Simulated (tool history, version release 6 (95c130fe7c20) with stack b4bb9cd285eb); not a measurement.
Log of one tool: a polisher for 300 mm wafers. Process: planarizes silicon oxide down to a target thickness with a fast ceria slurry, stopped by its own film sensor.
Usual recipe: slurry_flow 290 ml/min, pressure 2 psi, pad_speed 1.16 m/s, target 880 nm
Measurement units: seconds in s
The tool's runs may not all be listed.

run   hour  slurry_flow  pressure  pad_speed  target  wafers since the last listed run  wafers polished on this pad  hours since the slurry nozzle was cleaned  hours since the head pressure was calibrated  incoming thickness of the incoming film, nm  seconds
  1      0          290         2       1.16     880                                 0                           15                                      246.7                                           906                                       1758.1     67.7
  2    9.1          290         2       1.16     880                                71                           87                                      255.8                                         915.1                                       1776.2     70.2
  3   22.6          290         2       1.16     880                               106                          193                                      269.3                                         928.6                                       1725.6     65.4
  4     36          290         2       1.16     880                               105                          298                                      282.7                                           942                                       1766.3     68.5
  5   51.3          290         2       1.16     880                               120                          419                                        298                                         957.3                                       1751.1       68
  6   65.3          290         2       1.16     880                               110                          529                                        312                                         971.3                                       1718.5     65.4
  7   73.6          290         2       1.16     880                                65                          594                                      320.3                                         979.6                                       1737.1     67.4
  8   83.4          290         2       0.96     880                                77                          671                                      330.1                                         989.4                                       1725.9     79.2
  9   94.8          290         2       0.96     880                                89                          761                                      341.5                                        1000.8                                         1763     83.3
 10  105.5          290         2       1.16     880                                84                          845                                      352.2                                        1011.5                                       1763.4     70.1
 11  113.6          290         2        1.4     880                                63                          909                                      360.3                                        1019.6                                         1733     56.1
 12  128.2          290         2       0.96     720                               114                         1024                                      374.9                                        1034.2                                       1750.3     99.1
 13  143.7          290         2       0.96     720                               121                         1146                                      390.4                                        1049.7                                       1745.4     97.6
 14  153.2          290         2       0.96     720                                74                         1221                                      399.9                                        1059.2                                       1727.3     96.9
 15  160.1          290         2       1.16     952                                54                         1275                                      406.8                                        1066.1                                       1709.8     61.1
 16    172          290         2       1.16     880                                93                         1369                                      418.7                                          1078                                       1757.2     71.2
 17  189.2          290         2       1.16     880                               135                         1504                                      435.9                                        1095.2                                         1737     68.1
       199  -- worn pad replaced by a new one
 18  199.5          290       1.7       1.16     880                                49                            3                                      446.2                                        1105.5                                       1740.2     73.5
 19  203.3          220       1.4       1.16     880                                29                           33                                        450                                        1109.3                                       1735.5     84.8
 20  219.2          290         2       1.16     952                               125                          158                                      465.9                                        1125.2                                       1766.7     63.3
 21  226.3          290         2        0.8     788                                55                          214                                        473                                        1132.3                                       1703.2    100.1
 22  241.7          290         2       1.28     680                               121                          336                                      488.4                                        1147.7                                       1735.5     75.7
 23  258.3          290       2.6       1.16     961                               130                          466                                        505                                        1164.3                                       1707.9     48.8
 24  272.5          290       1.5       1.16     880                               111                          578                                      519.2                                        1178.5                                       1731.1     78.9
     278.6  -- slurry nozzle cleaned
 25  283.8          290       2.6       0.96     880                                81                          659                                        5.2                                        1189.8                                       1720.3     64.8
     289.4  -- head pressure recalibrated
 26    294          290         2       1.16     880                                64                          723                                       15.4                                           4.6                                       1733.9     66.3
 27  306.4          290         2       0.84     880                                97                          821                                       27.8                                            17                                       1759.7     92.2
 28  316.4          290         2       1.16     880                                78                          900                                       37.8                                            27                                       1755.4     69.2
 29  324.2          290         2       1.16    1180                                61                          961                                       45.6                                          34.8                                       1756.8     46.6
 30  335.8          290         2       1.16     612                                91                         1052                                       57.2                                          46.4                                       1739.5     89.6
 31  350.2          290       1.6       1.16     880                               113                         1166                                       71.6                                          60.8                                       1746.5     78.7
 32    363          290         2       1.16     880                               100                         1266                                       84.4                                          73.6                                       1729.1     68.2
 33  372.6          290       2.4       0.94     880                                75                         1342                                         94                                          83.2                                       1750.2     74.5
 34  384.7          200       1.4       1.16     880                                95                         1437                                      106.1                                          95.3                                       1718.5     88.4
 35  396.8          365       1.5       0.98    1168                                95                         1532                                      118.2                                         107.4                                         1725     60.4
     406.7  -- worn pad replaced by a new one
 36  411.4          290       1.4       1.16     674                                83                           36                                      132.8                                           122                                       1756.4    103.3

Hidden condition of the tool, last listed run before each entry between runs versus first listed run after:
In the gap between runs 17 and 18: worn pad replaced by a new one (hour 199)
  removal rate lost through wear of the pad, %: 6 -> 0.047
  what was measured, less what the result would be without the hidden state, seconds: +4.1 -> +0 s
In the gap between runs 24 and 25: slurry nozzle cleaned (hour 278.6)
  removal rate lost through wear of the pad, %: 2.14 -> 2.47
  what was measured, less what the result would be without the hidden state, seconds: +1.7 -> +1.6 s
In the gap between runs 25 and 26: head pressure recalibrated (hour 289.4)
  removal rate lost through wear of the pad, %: 2.47 -> 2.76
  what was measured, less what the result would be without the hidden state, seconds: +1.6 -> +1.8 s
In the gap between runs 35 and 36: worn pad replaced by a new one (hour 406.7)
  removal rate lost through wear of the pad, %: 5.71 -> 0.67
  what was measured, less what the result would be without the hidden state, seconds: +3.4 -> +0.7 s
